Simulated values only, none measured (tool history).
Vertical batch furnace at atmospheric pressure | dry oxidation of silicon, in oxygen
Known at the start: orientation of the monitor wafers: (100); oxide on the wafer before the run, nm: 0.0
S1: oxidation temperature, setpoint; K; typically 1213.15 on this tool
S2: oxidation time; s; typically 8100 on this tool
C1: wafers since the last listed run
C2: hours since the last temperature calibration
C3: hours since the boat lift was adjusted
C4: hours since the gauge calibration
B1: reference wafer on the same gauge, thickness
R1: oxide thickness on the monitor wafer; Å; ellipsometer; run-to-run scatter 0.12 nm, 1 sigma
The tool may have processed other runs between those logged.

run 1 hour=0.0 | S1=1213.15 S2=9720 | C1=0 C2=4058.1 C3=5814.7 C4=293.4 | B1=51.69 | R1=575.3
run 2 hour=24.3 | S1=1226.15 S2=6060 | C1=255 C2=4082.4 C3=5839.0 C4=317.7 | B1=51.69 | R1=466.0
run 3 hour=57.2 | S1=1226.15 S2=6060 | C1=345 C2=4115.3 C3=5871.9 C4=350.6 | B1=51.68 | R1=464.9
run 4 hour=68.2 | S1=1226.15 S2=6060 | C1=115 C2=4126.3 C3=5882.9 C4=361.6 | B1=51.68 | R1=466.4
run 5 hour=77.3 | S1=1231.15 S2=8100 | C1=95 C2=4135.4 C3=5892.0 C4=370.7 | B1=51.72 | R1=599.9
run 6 hour=98.6 | S1=1231.15 S2=8100 | C1=223 C2=4156.7 C3=5913.3 C4=392.0 | B1=51.70 | R1=597.2
run 7 hour=117.0 | S1=1231.15 S2=8100 | C1=193 C2=4175.1 C3=5931.7 C4=410.4 | B1=51.71 | R1=593.9
run 8 hour=187.1 | S1=1219.15 S2=8100 | C1=735 C2=4245.2 C3=6001.8 C4=480.5 | B1=51.71 | R1=535.6
run 9 hour=202.1 | S1=1219.15 S2=8100 | C1=157 C2=4260.2 C3=6016.8 C4=495.5 | B1=51.76 | R1=536.3
run 10 hour=221.5 | S1=1219.15 S2=8100 | C1=203 C2=4279.6 C3=6036.2 C4=514.9 | B1=51.72 | R1=532.9
run 11 hour=231.5 | S1=1197.15 S2=8100 | C1=104 C2=4289.6 C3=6046.2 C4=524.9 | B1=51.67 | R1=425.2
run 12 hour=240.6 | S1=1197.15 S2=8100 | C1=95 C2=4298.7 C3=6055.3 C4=534.0 | B1=51.69 | R1=425.7
run 13 hour=263.0 | S1=1213.15 S2=8100 | C1=235 C2=4321.1 C3=6077.7 C4=556.4 | B1=51.73 | R1=502.2
run 14 hour=275.6 | S1=1213.15 S2=8100 | C1=132 C2=4333.7 C3=6090.3 C4=569.0 | B1=51.67 | R1=505.4
run 15 hour=299.5 | S1=1213.15 S2=8100 | C1=250 C2=4357.6 C3=6114.2 C4=592.9 | B1=51.72 | R1=505.4
run 16 hour=314.7 | S1=1213.15 S2=8100 | C1=159 C2=4372.8 C3=6129.4 C4=608.1 | B1=51.70 | R1=506.6
run 17 hour=339.9 | S1=1233.15 S2=4770 | C1=264 C2=4398.0 C3=6154.6 C4=633.3 | B1=51.74 | R1=420.8
run 18 hour=362.2 | S1=1213.15 S2=8100 | C1=234 C2=4420.3 C3=6176.9 C4=655.6 | B1=51.70 | R1=505.5
run 19 hour=379.5 | S1=1213.15 S2=8100 | C1=181 C2=4437.6 C3=6194.2 C4=672.9 | B1=51.71 | R1=506.1
run 20 hour=391.0 | S1=1213.15 S2=8100 | C1=120 C2=4449.1 C3=6205.7 C4=684.4 | B1=51.70 | R1=505.3
-- hour=432.9 thermocouples replaced and temperature profile calibrated
run 21 hour=433.4 | S1=1213.15 S2=8100 | C1=193 C2=0.5 C3=6248.1 C4=726.8 | B1=51.71 | R1=477.1
run 22 hour=480.4 | S1=1225.15 S2=5610 | C1=493 C2=47.5 C3=6295.1 C4=773.8 | B1=51.70 | R1=417.0
run 23 hour=550.8 | S1=1230.15 S2=11370 | C1=739 C2=117.9 C3=6365.5 C4=844.2 | B1=51.69 | R1=722.5
run 24 hour=573.7 | S1=1227.15 S2=8100 | C1=240 C2=140.8 C3=6388.4 C4=867.1 | B1=51.72 | R1=549.7
-- hour=575.1 gauge calibrated
-- hour=610.3 boat lift adjusted
run 25 hour=610.8 | S1=1234.15 S2=9810 | C1=137 C2=177.9 C3=0.5 C4=35.7 | B1=51.68 | R1=671.4
run 26 hour=656.4 | S1=1232.15 S2=4140 | C1=478 C2=223.5 C3=46.1 C4=81.3 | B1=51.72 | R1=361.8
run 27 hour=671.7 | S1=1202.15 S2=10530 | C1=160 C2=238.8 C3=61.4 C4=96.6 | B1=51.66 | R1=511.3
run 28 hour=694.8 | S1=1235.15 S2=10650 | C1=242 C2=261.9 C3=84.5 C4=119.7 | B1=51.71 | R1=722.4
run 29 hour=704.1 | S1=1234.15 S2=12060 | C1=97 C2=271.2 C3=93.8 C4=129.0 | B1=51.70 | R1=781.4
run 30 hour=715.9 | S1=1236.15 S2=5610 | C1=123 C2=283.0 C3=105.6 C4=140.8 | B1=51.69 | R1=460.2
run 31 hour=737.0 | S1=1233.15 S2=11370 | C1=221 C2=304.1 C3=126.7 C4=161.9 | B1=51.68 | R1=741.9
run 32 hour=746.6 | S1=1188.15 S2=6840 | C1=100 C2=313.7 C3=136.3 C4=171.5 | B1=51.71 | R1=325.1
run 33 hour=757.8 | S1=1213.15 S2=8100 | C1=117 C2=324.9 C3=147.5 C4=182.7 | B1=51.73 | R1=475.4
run 34 hour=771.6 | S1=1213.15 S2=8100 | C1=144 C2=338.7 C3=161.3 C4=196.5 | B1=51.71 | R1=477.4
run 35 hour=786.9 | S1=1213.15 S2=6030 | C1=160 C2=354.0 C3=176.6 C4=211.8 | B1=51.71 | R1=386.6
run 36 hour=801.1 | S1=1190.15 S2=5940 | C1=149 C2=368.2 C3=190.8 C4=226.0 | B1=51.69 | R1=302.4
run 37 hour=811.3 | S1=1227.15 S2=11400 | C1=107 C2=378.4 C3=201.0 C4=236.2 | B1=51.73 | R1=704.1
run 38 hour=836.0 | S1=1222.15 S2=4860 | C1=259 C2=403.1 C3=225.7 C4=260.9 | B1=51.70 | R1=367.0
run 39 hour=850.9 | S1=1213.15 S2=8100 | C1=156 C2=418.0 C3=240.6 C4=275.8 | B1=51.71 | R1=476.2

Predict each of these 4 candidate next runs independently; none follows another, all start after run 39:
run A hour=857.2 | S1=1213.15 S2=8100 | C1=66 C2=424.3 C3=246.9 C4=282.1 | B1=? | R1=?
run B hour=857.2 | S1=1227.15 S2=4950 | C1=66 C2=424.3 C3=246.9 C4=282.1 | B1=? | R1=?
run C hour=857.2 | S1=1205.15 S2=4410 | C1=66 C2=424.3 C3=246.9 C4=282.1 | B1=? | R1=?
run D hour=857.2 | S1=1234.15 S2=9990 | C1=66 C2=424.3 C3=246.9 C4=282.1 | B1=? | R1=?

run=A B1=51.68 R1=477.5
run=B B1=51.68 R1=390.5
run=C B1=51.68 R1=286.4
run=D B1=51.68 R1=683.3
Had the tool no hidden state, the same runs would have come out as:
run=A R1=474.5
run=B R1=388.2
run=C R1=284.6
run=D R1=679.9
